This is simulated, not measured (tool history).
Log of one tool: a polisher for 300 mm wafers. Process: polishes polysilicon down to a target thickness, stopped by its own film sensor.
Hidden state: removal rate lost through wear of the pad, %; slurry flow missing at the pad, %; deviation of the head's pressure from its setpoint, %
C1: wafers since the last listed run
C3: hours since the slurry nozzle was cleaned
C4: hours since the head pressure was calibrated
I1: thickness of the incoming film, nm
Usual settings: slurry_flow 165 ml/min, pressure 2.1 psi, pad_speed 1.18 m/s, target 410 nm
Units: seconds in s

Run 1, day 0: usual settings; C1 0; wafers polished on this pad 1203; C3 239.8; C4 337.9; I1 981.1. Result: seconds 92.1 s.
At day 1.371: worn pad replaced by a new one.
Run 2, day 1.704: usual settings; C1 445; wafers polished on this pad 96; C3 280.7; C4 378.8; I1 962.1. Result: seconds 91.5 s.
Run 3, day 3.567: usual settings; C1 539; wafers polished on this pad 636; C3 325.4; C4 423.5; I1 982.9. Result: seconds 99 s.
At day 4.688: slurry nozzle cleaned.
At day 5.992: worn pad replaced by a new one.
Run 4, day 6.296: usual settings; C1 729; wafers polished on this pad 87; C3 38.6; C4 489; I1 960.5. Result: seconds 87 s.
Run 5, day 8.154: usual settings; C1 538; wafers polished on this pad 625; C3 83.2; C4 533.6; I1 966. Result: seconds 87.1 s.
Run 6, day 9.158: usual settings; C1 290; wafers polished on this pad 916; C3 107.3; C4 557.7; I1 961.2. Result: seconds 89 s.
At day 10.9: worn pad replaced by a new one.
Run 7, day 11.933: usual settings; C1 755; wafers polished on this pad 299; C3 173.9; C4 624.3; I1 966.8. Result: seconds 93.1 s.
Run 8, day 13.362: usual settings but pad_speed 0.84 m/s, target 285 nm; C1 413; wafers polished on this pad 712; C3 208.2; C4 658.6; I1 968.6. Result: seconds 146.6 s.
At day 15.596: worn pad replaced by a new one.
Run 9, day 15.658: usual settings but pressure 2.6 psi, pad_speed 1.3 m/s; C1 616; wafers polished on this pad 18; C3 263.3; C4 713.7; I1 962.3. Result: seconds 71.2 s.
At day 16.917: slurry nozzle cleaned.
Run 10, day 17.488: usual settings but slurry_flow 225 ml/min; C1 517; wafers polished on this pad 535; C3 13.7; C4 757.6; I1 959.5. Result: seconds 81.8 s.
At day 18.867: head pressure recalibrated.
Run 11, day 19.046: usual settings; C1 427; wafers polished on this pad 962; C3 51.1; C4 4.3; I1 983.1. Result: seconds 82.8 s.
At day 21.404: worn pad replaced by a new one.
Run 12, day 21.775: usual settings but slurry_flow 220 ml/min, pressure 1.4 psi, pad_speed 1.04 m/s, target 596 nm; C1 742; wafers polished on this pad 107; C3 116.6; C4 69.8; I1 969.2. Result: seconds 87.4 s.
Run 13, day 24.533: usual settings; C1 798; wafers polished on this pad 906; C3 182.8; C4 136; I1 967.5. Result: seconds 86.9 s.
Run 14, day 25.754: usual settings but pad_speed 1.34 m/s; C1 353; wafers polished on this pad 1259; C3 212.1; C4 165.3; I1 969.9. Result: seconds 80.4 s.

The same runs without the tool's hidden state, with the same run-to-run variation:
run  seconds
  1     81.9
  2     79.5
  3     83.3
  4     78.3
  5     77.8
  6     79.1
  7     81.4
  8    126.8
  9     60.2
 10       73
 11     82.4
 12     84.5
 13     81.1
 14     73.9
